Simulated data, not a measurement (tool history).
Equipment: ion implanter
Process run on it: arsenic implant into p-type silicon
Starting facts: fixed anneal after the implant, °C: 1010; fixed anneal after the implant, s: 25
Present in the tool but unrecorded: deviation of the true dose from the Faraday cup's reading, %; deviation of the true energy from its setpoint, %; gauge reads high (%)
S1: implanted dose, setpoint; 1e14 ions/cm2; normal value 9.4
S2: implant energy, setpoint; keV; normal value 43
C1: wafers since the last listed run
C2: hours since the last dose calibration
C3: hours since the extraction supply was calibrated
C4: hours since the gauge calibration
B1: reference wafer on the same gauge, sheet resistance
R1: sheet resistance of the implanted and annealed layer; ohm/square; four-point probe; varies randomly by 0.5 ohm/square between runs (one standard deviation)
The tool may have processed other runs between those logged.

run,hour,S1,S2,C1,C2,C3,C4,B1,R1
1,0,9.4,34,0,42.7,4015.4,517.7,93.98,115.18
2,16.3,9.4,34,254,59,4031.7,534,93.96,115.66
# hour 32.7: gauge calibrated
3,33.8,10.98,46.5,273,76.5,4049.2,1.1,93.94,98.62
4,59.3,10.98,46.5,398,102,4074.7,26.6,94.08,99.76
5,83.4,10.98,46.5,376,126.1,4098.8,50.7,94.06,98.16
6,142.6,10.35,43,924,185.3,4158,109.9,94.03,104.75
7,160.1,9.4,43,273,202.8,4175.5,127.4,93.89,112.47
8,178.9,9.4,43,293,221.6,4194.3,146.2,93.95,113.01
9,213.1,9.4,43,533,255.8,4228.5,180.4,93.91,111.89
10,245.8,9.4,43,510,288.5,4261.2,213.1,93.92,113.3
11,262.9,9.4,43,266,305.6,4278.3,230.2,93.92,113.28
12,279.3,9.4,43,256,322,4294.7,246.6,93.99,112.48
13,310.4,9.4,43,485,353.1,4325.8,277.7,93.88,113.15
14,344.7,10.83,32,535,387.4,4360.1,312,94.02,108.36
15,417.4,6.97,34,1134,460.1,4432.8,384.7,94.08,145.28
16,441.2,9.4,43,371,483.9,4456.6,408.5,93.89,112.53
17,473.8,7.27,35.5,508,516.5,4489.2,441.1,94.09,140.68
18,492.6,9.4,43,293,535.3,4508,459.9,93.92,113.89
19,511,8.28,28,287,553.7,4526.4,478.3,93.89,133.85
20,546.3,6.76,43,551,589,4561.7,513.6,94.06,145.17
21,561.8,9.4,43,241,604.5,4577.2,529.1,94.04,113.53
# hour 567.4: gauge calibrated
# hour 580.1: Faraday cup replaced and dose calibrated
22,585.8,7.62,43,249,5.7,4601.2,18.4,94.01,129.06
# hour 596.8: extraction supply calibrated
23,619.1,8.1,51.5,394,39,22.3,51.7,93.98,120.63
24,673.8,7.42,56.5,853,93.7,77,106.4,94.08,127.8
25,699,11.92,38,393,118.9,102.2,131.6,93.9,97.77
26,717.1,9.4,43,282,137,120.3,149.7,93.99,111.98
27,747.2,9.4,43,469,167.1,150.4,179.8,94,111.95

Forecast each of these 5 alternatives for the next run:
A,747.6,9.4,38.5,6,167.5,150.8,180.2,?,?
B,747.6,10.77,52.5,6,167.5,150.8,180.2,?,?
C,747.6,7.01,35,6,167.5,150.8,180.2,?,?
D,747.6,9.4,52,6,167.5,150.8,180.2,?,?
E,747.6,10.89,47.5,6,167.5,150.8,180.2,?,?

run,B1,R1
A,94.07,113.1
B,94.07,97.68
C,94.07,142.35
D,94.07,107.73
E,94.07,98.54
With no hidden state in the tool, these same runs would have given:
run,R1
A,110.64
B,95.57
C,138.99
D,105.29
E,96.47
